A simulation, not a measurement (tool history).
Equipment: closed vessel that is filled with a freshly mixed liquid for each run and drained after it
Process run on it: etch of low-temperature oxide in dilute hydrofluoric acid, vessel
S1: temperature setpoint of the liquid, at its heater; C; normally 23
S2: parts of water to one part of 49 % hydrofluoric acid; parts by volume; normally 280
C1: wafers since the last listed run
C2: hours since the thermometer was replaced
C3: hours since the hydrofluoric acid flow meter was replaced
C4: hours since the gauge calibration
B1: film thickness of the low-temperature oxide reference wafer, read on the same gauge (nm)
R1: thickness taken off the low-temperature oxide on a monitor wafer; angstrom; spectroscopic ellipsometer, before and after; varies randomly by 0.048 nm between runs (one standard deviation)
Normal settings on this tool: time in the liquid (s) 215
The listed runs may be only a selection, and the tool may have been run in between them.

Run 1, hour 0: usual settings but S2 320 parts by volume, time in the liquid (s) 245; C1 0; C2 998.4; C3 294.6; C4 646.9; B1 60.03. Result: R1 115.9 angstrom.
Run 2, hour 57.7: usual settings but S1 22 C; C1 4879; C2 1056.1; C3 352.3; C4 704.6; B1 59.98. Result: R1 116.4 angstrom.
Run 3, hour 126: usual settings but S1 22 C; C1 5776; C2 1124.4; C3 420.6; C4 772.9; B1 59.99. Result: R1 115.7 angstrom.
At hour 361.3: hydrofluoric acid flow meter replaced.
Run 4, hour 438.2: usual settings but time in the liquid (s) 170; C1 26319; C2 1436.6; C3 76.9; C4 1085.1; B1 60.01. Result: R1 97.7 angstrom.
Run 5, hour 490.5: usual settings but time in the liquid (s) 170; C1 4423; C2 1488.9; C3 129.2; C4 1137.4; B1 60.02. Result: R1 97.2 angstrom.
Run 6, hour 552.8: usual settings but S2 335 parts by volume, time in the liquid (s) 250; C1 5269; C2 1551.2; C3 191.5; C4 1199.7; B1 59.99. Result: R1 112.8 angstrom.
Run 7, hour 646.7: usual settings but S2 335 parts by volume, time in the liquid (s) 250; C1 7941; C2 1645.1; C3 285.4; C4 1293.6; B1 59.98. Result: R1 111.7 angstrom.
Run 8, hour 737.7: usual settings but S2 335 parts by volume, time in the liquid (s) 250; C1 7696; C2 1736.1; C3 376.4; C4 1384.6; B1 60.02. Result: R1 111 angstrom.
Run 9, hour 786.3: usual settings but S1 20 C, time in the liquid (s) 305; C1 4110; C2 1784.7; C3 425; C4 1433.2; B1 60.03. Result: R1 151.7 angstrom.
Run 10, hour 893: usual settings; C1 9024; C2 1891.4; C3 531.7; C4 1539.9; B1 59.97. Result: R1 118.6 angstrom.
Run 11, hour 940.2: usual settings; C1 3991; C2 1938.6; C3 578.9; C4 1587.1; B1 59.98. Result: R1 118 angstrom.
At hour 953.6: hydrofluoric acid flow meter replaced.
At hour 974.1: gauge calibrated.
Run 12, hour 1008.7: usual settings but time in the liquid (s) 130; C1 5708; C2 2007.1; C3 55.1; C4 34.6; B1 60.04. Result: R1 73.8 angstrom.
Run 13, hour 1053.9: usual settings but S2 405 parts by volume, time in the liquid (s) 290; C1 3822; C2 2052.3; C3 100.3; C4 79.8; B1 59.97. Result: R1 101.8 angstrom.
At hour 1057.4: thermometer replaced.
Run 14, hour 1097.7: usual settings; C1 3619; C2 40.3; C3 144.1; C4 123.6; B1 60. Result: R1 124.6 angstrom.
Run 15, hour 1153.4: usual settings; C1 4710; C2 96; C3 199.8; C4 179.3; B1 60.02. Result: R1 124 angstrom.
Run 16, hour 1235.8: usual settings but S1 18.5 C, S2 370 parts by volume, time in the liquid (s) 265; C1 6968; C2 178.4; C3 282.2; C4 261.7; B1 60.04. Result: R1 89.8 angstrom.
Run 17, hour 1276.1: usual settings but S1 25.5 C, S2 150 parts by volume, time in the liquid (s) 250; C1 3408; C2 218.7; C3 322.5; C4 302; B1 60.01. Result: R1 334.4 angstrom.
Run 18, hour 1368.6: usual settings; C1 7823; C2 311.2; C3 415; C4 394.5; B1 60.04. Result: R1 121.4 angstrom.
Run 19, hour 1460: usual settings but time in the liquid (s) 145; C1 7730; C2 402.6; C3 506.4; C4 485.9; B1 59.96. Result: R1 81 angstrom.
Run 20, hour 1531.1: usual settings but S2 225 parts by volume; C1 6013; C2 473.7; C3 577.5; C4 557; B1 59.97. Result: R1 157.5 angstrom.
At hour 1591.7: hydrofluoric acid flow meter replaced.
Run 21, hour 1614.5: usual settings but S1 26 C, S2 355 parts by volume, time in the liquid (s) 250; C1 6968; C2 557.1; C3 22.8; C4 640.4; B1 59.95. Result: R1 119.1 angstrom.
Run 22, hour 1662.2: usual settings but S2 405 parts by volume, time in the liquid (s) 335; C1 4034; C2 604.8; C3 70.5; C4 688.1; B1 60. Result: R1 120.1 angstrom.

Consider 5 possible next runs. They are alternatives, not a sequence: every one starts from the tool as it was left by run 22. What does each give?
Run A, hour 1662.9: usual settings but time in the liquid (s) 285; C1 59; C2 605.5; C3 71.2; C4 688.8; B1 ?. Result: R1 ?.
Run B, hour 1662.9: usual settings but S1 24.5 C, S2 370 parts by volume, time in the liquid (s) 335; C1 59; C2 605.5; C3 71.2; C4 688.8; B1 ?. Result: R1 ?.
Run C, hour 1662.9: usual settings but S1 27 C, S2 185 parts by volume, time in the liquid (s) 335; C1 59; C2 605.5; C3 71.2; C4 688.8; B1 ?. Result: R1 ?.
Run D, hour 1662.9: usual settings but time in the liquid (s) 330; C1 59; C2 605.5; C3 71.2; C4 688.8; B1 ?. Result: R1 ?.
Run E, hour 1662.9: usual settings but S1 27.5 C, S2 325 parts by volume, time in the liquid (s) 135; C1 59; C2 605.5; C3 71.2; C4 688.8; B1 ?. Result: R1 ?.

run     B1     R1
  A  59.99  166.7
  B  59.99  143.4
  C  59.99  378.7
  D  59.99    193
  E  59.99   75.9
Without the tool's hidden state the same runs would have given:
run     R1
  A  169.7
  B  145.9
  C  385.4
  D  196.4
  E   77.2

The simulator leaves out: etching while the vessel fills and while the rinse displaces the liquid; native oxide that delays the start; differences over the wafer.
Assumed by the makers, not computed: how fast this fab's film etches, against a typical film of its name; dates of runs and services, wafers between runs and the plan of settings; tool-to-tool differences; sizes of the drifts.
